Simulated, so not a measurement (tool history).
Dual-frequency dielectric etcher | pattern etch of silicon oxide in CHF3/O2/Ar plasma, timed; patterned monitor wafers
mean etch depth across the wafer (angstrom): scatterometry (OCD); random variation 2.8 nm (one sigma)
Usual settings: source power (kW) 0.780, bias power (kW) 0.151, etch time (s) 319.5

run    hour  source power (kW)  bias power (kW)  etch time (s)  read-back reference wafer on the same gauge, depth_nm  mean etch depth across the wafer (angstrom)
  1     0.0              0.900            0.151          319.5                                                  700.3                                         7102
  2    43.6              0.780            0.151          319.5                                                  700.3                                         6614
  3    91.3              0.780            0.151          319.5                                                  700.8                                         6612
  4   117.0              0.780            0.151          319.5                                                  702.7                                         6599
  5   175.8              0.780            0.151          319.5                                                  702.1                                         6591
  6   202.2              0.580            0.132          319.5                                                  701.3                                         5367
  7   243.1              0.780            0.151          319.5                                                  701.4                                         6569
      290.1  -- gauge calibrated
  8   314.0              0.660            0.151          319.5                                                  700.4                                         5998
      318.9  -- source power generator calibrated
      346.2  -- wet clean of the chamber
  9   346.7              0.780            0.116          319.5                                                  701.7                                         6255
 10   408.9              0.970            0.151          413.5                                                  701.4                                         9807
 11   457.9              0.780            0.151          319.5                                                  700.2                                         6730
      536.8  -- upper electrode replaced
 12   537.3              0.600            0.151          319.5                                                  700.3                                         5810
 13   569.1              0.720            0.126          226.5                                                  701.1                                         4334
 14   611.5              0.780            0.124          282.0                                                  700.8                                         5552
 15   639.8              0.780            0.151          319.5                                                  702.0                                         6759
 16   692.3              0.780            0.183          319.5                                                  700.6                                         7074
 17   724.7              0.630            0.140          258.0                                                  701.7                                         4682
 18   779.9              0.780            0.186          319.5                                                  699.9                                         7104
 19   838.2              0.580            0.151          287.0                                                  701.8                                         5079
 20   864.1              0.780            0.151          351.5                                                  699.5                                         7304
      915.4  -- wet clean of the chamber
 21   915.9              0.780            0.151          319.5                                                  700.8                                         6629
 22   948.9              0.780            0.151          319.5                                                  700.0                                         6633
 23   983.8              0.780            0.151          319.5                                                  701.0                                         6602
 24  1018.0              0.580            0.140          319.5                                                  702.0                                         5545
 25  1194.2              0.780            0.151          355.0                                                  702.2                                         7338
 26  1260.3              0.780            0.151          374.0                                                  701.4                                         7764
 27  1296.1              0.780            0.169          319.5                                                  701.4                                         6884
 28  1363.2              0.780            0.151          319.5                                                  701.3                                         6625
 29  1400.2              0.890            0.119          319.5                                                  701.8                                         6628

5 ways to go on from here, each from the tool as it stands after run 29. What would each give?
  A  1400.7              0.780            0.151          319.5                                                      ?                                            ?
  B  1400.7              0.870            0.184          252.0                                                      ?                                            ?
  C  1400.7              0.850            0.120          232.5                                                      ?                                            ?
  D  1400.7              0.620            0.163          270.5                                                      ?                                            ?
  E  1400.7              0.860            0.151          375.0                                                      ?                                            ?

run  read-back reference wafer on the same gauge, depth_nm  mean etch depth across the wafer (angstrom)
  A                                                  700.2                                         6595
  B                                                  700.2                                         5842
  C                                                  700.2                                         4693
  D                                                  700.2                                         5053
  E                                                  700.2                                         8137
Without the tool's hidden state the same runs would have given:
run  mean etch depth across the wafer (angstrom)
  A                                         6754
  B                                         5981
  C                                         4808
  D                                         5173
  E                                         8333

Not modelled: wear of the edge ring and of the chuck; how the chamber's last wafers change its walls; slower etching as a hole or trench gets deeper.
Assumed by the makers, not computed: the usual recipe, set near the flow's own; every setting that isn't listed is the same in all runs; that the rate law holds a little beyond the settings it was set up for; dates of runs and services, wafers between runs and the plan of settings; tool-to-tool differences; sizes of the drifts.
